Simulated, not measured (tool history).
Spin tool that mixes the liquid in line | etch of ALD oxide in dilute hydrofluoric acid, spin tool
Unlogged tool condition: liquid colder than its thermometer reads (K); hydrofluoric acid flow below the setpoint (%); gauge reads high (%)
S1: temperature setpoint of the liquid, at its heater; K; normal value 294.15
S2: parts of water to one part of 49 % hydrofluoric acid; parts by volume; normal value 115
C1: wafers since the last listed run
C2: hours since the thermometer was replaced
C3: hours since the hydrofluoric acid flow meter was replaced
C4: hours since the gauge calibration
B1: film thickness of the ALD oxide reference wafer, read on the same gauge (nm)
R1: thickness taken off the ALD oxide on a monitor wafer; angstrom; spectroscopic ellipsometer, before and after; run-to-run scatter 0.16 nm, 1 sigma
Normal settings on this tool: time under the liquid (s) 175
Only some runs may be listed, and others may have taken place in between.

{"run": 1, "hour": 0.0, "S1": 294.15, "S2": 115, "time under the liquid (s)": 175, "C1": 0, "C2": 2800.8, "C3": 1625.1, "C4": 250.0, "B1": 90.04, "R1": 166.4}
{"run": 2, "hour": 24.2, "S1": 294.15, "S2": 115, "time under the liquid (s)": 175, "C1": 132, "C2": 2825.0, "C3": 1649.3, "C4": 274.2, "B1": 90.02, "R1": 166.8}
{"run": 3, "hour": 50.2, "S1": 294.15, "S2": 115, "time under the liquid (s)": 175, "C1": 142, "C2": 2851.0, "C3": 1675.3, "C4": 300.2, "B1": 90.0, "R1": 168.6}
{"run": 4, "hour": 85.8, "S1": 294.15, "S2": 115, "time under the liquid (s)": 175, "C1": 195, "C2": 2886.6, "C3": 1710.9, "C4": 335.8, "B1": 89.99, "R1": 166.5}
{"run": 5, "hour": 99.9, "S1": 294.15, "S2": 115, "time under the liquid (s)": 175, "C1": 77, "C2": 2900.7, "C3": 1725.0, "C4": 349.9, "B1": 89.99, "R1": 166.8}
{"run": 6, "hour": 130.5, "S1": 294.15, "S2": 115, "time under the liquid (s)": 175, "C1": 167, "C2": 2931.3, "C3": 1755.6, "C4": 380.5, "B1": 90.01, "R1": 168.5}
{"hour": 148.0, "done": "gauge calibrated"}
{"run": 7, "hour": 164.7, "S1": 294.15, "S2": 115, "time under the liquid (s)": 175, "C1": 187, "C2": 2965.5, "C3": 1789.8, "C4": 16.7, "B1": 90.0, "R1": 166.1}
{"run": 8, "hour": 176.7, "S1": 294.15, "S2": 115, "time under the liquid (s)": 175, "C1": 65, "C2": 2977.5, "C3": 1801.8, "C4": 28.7, "B1": 90.01, "R1": 167.8}
{"run": 9, "hour": 201.0, "S1": 294.15, "S2": 115, "time under the liquid (s)": 175, "C1": 133, "C2": 3001.8, "C3": 1826.1, "C4": 53.0, "B1": 89.98, "R1": 166.6}
{"run": 10, "hour": 291.3, "S1": 294.15, "S2": 115, "time under the liquid (s)": 175, "C1": 494, "C2": 3092.1, "C3": 1916.4, "C4": 143.3, "B1": 90.0, "R1": 166.4}
{"run": 11, "hour": 322.3, "S1": 294.15, "S2": 115, "time under the liquid (s)": 175, "C1": 169, "C2": 3123.1, "C3": 1947.4, "C4": 174.3, "B1": 90.01, "R1": 165.6}
{"run": 12, "hour": 358.2, "S1": 294.15, "S2": 115, "time under the liquid (s)": 175, "C1": 196, "C2": 3159.0, "C3": 1983.3, "C4": 210.2, "B1": 89.98, "R1": 165.1}
{"run": 13, "hour": 374.3, "S1": 294.15, "S2": 140, "time under the liquid (s)": 175, "C1": 88, "C2": 3175.1, "C3": 1999.4, "C4": 226.3, "B1": 90.0, "R1": 131.1}
{"run": 14, "hour": 391.6, "S1": 294.15, "S2": 140, "time under the liquid (s)": 175, "C1": 94, "C2": 3192.4, "C3": 2016.7, "C4": 243.6, "B1": 89.94, "R1": 130.7}
{"run": 15, "hour": 420.0, "S1": 290.15, "S2": 115, "time under the liquid (s)": 175, "C1": 155, "C2": 3220.8, "C3": 2045.1, "C4": 272.0, "B1": 90.0, "R1": 140.4}
{"run": 16, "hour": 445.4, "S1": 294.15, "S2": 115, "time under the liquid (s)": 175, "C1": 139, "C2": 3246.2, "C3": 2070.5, "C4": 297.4, "B1": 90.0, "R1": 162.5}
{"run": 17, "hour": 461.8, "S1": 297.65, "S2": 70, "time under the liquid (s)": 220, "C1": 89, "C2": 3262.6, "C3": 2086.9, "C4": 313.8, "B1": 89.99, "R1": 412.4}
{"run": 18, "hour": 479.3, "S1": 297.15, "S2": 80, "time under the liquid (s)": 270, "C1": 95, "C2": 3280.1, "C3": 2104.4, "C4": 331.3, "B1": 89.97, "R1": 422.0}
{"hour": 488.9, "done": "gauge calibrated"}
{"hour": 505.7, "done": "hydrofluoric acid flow meter replaced"}
{"run": 19, "hour": 506.2, "S1": 294.15, "S2": 115, "time under the liquid (s)": 175, "C1": 141, "C2": 3307.0, "C3": 0.5, "C4": 17.3, "B1": 90.05, "R1": 190.9}
{"run": 20, "hour": 528.8, "S1": 297.65, "S2": 155, "time under the liquid (s)": 240, "C1": 123, "C2": 3329.6, "C3": 23.1, "C4": 39.9, "B1": 90.0, "R1": 213.2}
{"hour": 533.4, "done": "thermometer replaced"}
{"run": 21, "hour": 546.6, "S1": 294.15, "S2": 115, "time under the liquid (s)": 175, "C1": 92, "C2": 13.2, "C3": 40.9, "C4": 57.7, "B1": 89.96, "R1": 190.8}
{"run": 22, "hour": 574.7, "S1": 297.65, "S2": 90, "time under the liquid (s)": 175, "C1": 154, "C2": 41.3, "C3": 69.0, "C4": 85.8, "B1": 89.97, "R1": 291.7}
{"run": 23, "hour": 602.6, "S1": 290.15, "S2": 90, "time under the liquid (s)": 265, "C1": 152, "C2": 69.2, "C3": 96.9, "C4": 113.7, "B1": 90.03, "R1": 320.1}
{"run": 24, "hour": 622.5, "S1": 298.65, "S2": 115, "time under the liquid (s)": 215, "C1": 109, "C2": 89.1, "C3": 116.8, "C4": 133.6, "B1": 90.0, "R1": 277.1}
{"run": 25, "hour": 638.6, "S1": 290.15, "S2": 95, "time under the liquid (s)": 145, "C1": 88, "C2": 105.2, "C3": 132.9, "C4": 149.7, "B1": 90.03, "R1": 162.8}
{"run": 26, "hour": 659.4, "S1": 294.15, "S2": 115, "time under the liquid (s)": 175, "C1": 114, "C2": 126.0, "C3": 153.7, "C4": 170.5, "B1": 90.01, "R1": 186.0}
{"run": 27, "hour": 693.7, "S1": 290.15, "S2": 115, "time under the liquid (s)": 255, "C1": 187, "C2": 160.3, "C3": 188.0, "C4": 204.8, "B1": 90.02, "R1": 235.4}
{"run": 28, "hour": 708.5, "S1": 294.15, "S2": 115, "time under the liquid (s)": 175, "C1": 81, "C2": 175.1, "C3": 202.8, "C4": 219.6, "B1": 89.96, "R1": 184.3}
{"run": 29, "hour": 742.0, "S1": 291.65, "S2": 90, "time under the liquid (s)": 210, "C1": 183, "C2": 208.6, "C3": 236.3, "C4": 253.1, "B1": 89.99, "R1": 267.9}

Exercise: give the hidden state of the tool at every run:
liquid colder than its thermometer reads (K): 0 across all the runs
gauge reads high (%): 0 across all the runs
H1: hydrofluoric acid flow below the setpoint (%)
run=1 H1=10.7
run=2 H1=10.8
run=3 H1=10.9
run=4 H1=11.1
run=5 H1=11.2
run=6 H1=11.4
run=7 H1=11.6
run=8 H1=11.7
run=9 H1=11.8
run=10 H1=12.3
run=11 H1=12.5
run=12 H1=12.7
run=13 H1=12.8
run=14 H1=12.9
run=15 H1=13.1
run=16 H1=13.2
run=17 H1=13.3
run=18 H1=13.4
run=19 H1=0.567
run=20 H1=0.696
run=21 H1=0.798
run=22 H1=0.959
run=23 H1=1.12
run=24 H1=1.23
run=25 H1=1.32
run=26 H1=1.44
run=27 H1=1.64
run=28 H1=1.73
run=29 H1=1.92
